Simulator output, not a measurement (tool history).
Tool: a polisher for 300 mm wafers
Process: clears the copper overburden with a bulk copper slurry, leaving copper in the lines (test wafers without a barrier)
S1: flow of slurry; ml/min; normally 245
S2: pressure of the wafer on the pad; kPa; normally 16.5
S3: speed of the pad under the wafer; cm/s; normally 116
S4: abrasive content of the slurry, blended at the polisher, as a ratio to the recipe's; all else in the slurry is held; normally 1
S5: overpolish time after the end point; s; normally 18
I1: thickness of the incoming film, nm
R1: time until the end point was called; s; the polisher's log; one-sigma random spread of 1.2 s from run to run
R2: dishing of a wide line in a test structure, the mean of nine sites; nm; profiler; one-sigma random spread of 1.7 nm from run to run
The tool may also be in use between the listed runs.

run,hour,S1,S2,S3,S4,S5,I1,R1,R2
1,0,245,14.5,116,1,18,950.4,178.8,62.2
# hour 1.3: worn pad replaced by a new one
2,84,245,14.5,116,1,18,936.2,179.7,65.6
# hour 90.5: slurry blender recalibrated
# hour 129.2: head pressure recalibrated
3,224.1,245,14.5,116,1,18,941.2,172.6,65.6
# hour 397.5: worn pad replaced by a new one
# hour 475.5: slurry blender recalibrated
4,503.7,245,16.5,116,1,18,938.5,155.3,70
5,581.3,245,16.5,116,1,18,922.5,154.9,71.3
6,642.3,245,16.5,100,1,18,928.6,181.6,65.4
# hour 720.7: slurry nozzle cleaned
7,741.5,245,16.5,100,1,18,933.6,189.5,61.5
8,820.8,245,16.5,100,1,18,932.9,188.8,63.2
# hour 866.7: slurry blender recalibrated
# hour 886.8: worn pad replaced by a new one
9,887.3,245,16.5,116,1,18,939.5,157.8,68.6
10,958.8,225,16.5,116,1,18,928.4,155,72.3
# hour 993.7: head pressure recalibrated
11,1033.3,225,16.5,116,1,18,928.5,160.7,70.6
12,1096.2,225,16.5,116,1,15,935.3,163.2,60.4
13,1181.4,295,16.5,116,1,18,933.6,160.9,70.8
14,1252.2,190,18.6,104,1,18,922.8,178.2,65.1
15,1300,245,13.1,104,1,18,936.8,218.6,56.1
# hour 1312.8: slurry blender recalibrated
16,1343.2,245,16.5,116,1,18,942.1,158.6,70.3
# hour 1391.6: worn pad replaced by a new one
17,1412.3,320,16.5,116,0.7,18,923.2,164.8,67
18,1490.5,220,16.5,116,1,18,938.3,161.3,66.7
# hour 1499.7: slurry nozzle cleaned
19,1529.2,215,16.5,116,1,18,927.7,162.1,69.6
20,1569.5,245,11,116,1,14,946.8,207.8,47.3
# hour 1820.4: slurry blender recalibrated
21,1871.6,180,20,116,0.9,26,931.6,143.8,97.9
# hour 1886.1: worn pad replaced by a new one
# hour 1949.9: head pressure recalibrated
22,1957.2,190,18.6,104,1,18,916.5,164.2,66.5
23,2038.1,245,16.5,116,1,18,939,159.5,70.8
24,2096.7,280,15.2,116,1,18,948.1,172.6,63.5
25,2158.4,330,16.5,116,1,28,948.9,168.7,89.6
# hour 2229.9: slurry blender recalibrated
26,2239.1,245,16.5,80,1,8,926.1,221.2,28.9

Branching from run 26: 3 alternative next runs. What would each branch give?
A,2239.6,245,16.5,116,1.15,18,939.8,?,?
B,2239.6,245,16.5,116,1.2,18,939.8,?,?
C,2239.6,245,16.5,116,1.3,26,939.8,?,?

run,R1,R2
A,152,70
B,150.5,70.5
C,147.7,88.1
Stripped of hidden state, with their random variation kept, the same runs would have yielded:
run,R1,R2
A,150.1,70.6
B,148.6,71
C,145.8,88.6

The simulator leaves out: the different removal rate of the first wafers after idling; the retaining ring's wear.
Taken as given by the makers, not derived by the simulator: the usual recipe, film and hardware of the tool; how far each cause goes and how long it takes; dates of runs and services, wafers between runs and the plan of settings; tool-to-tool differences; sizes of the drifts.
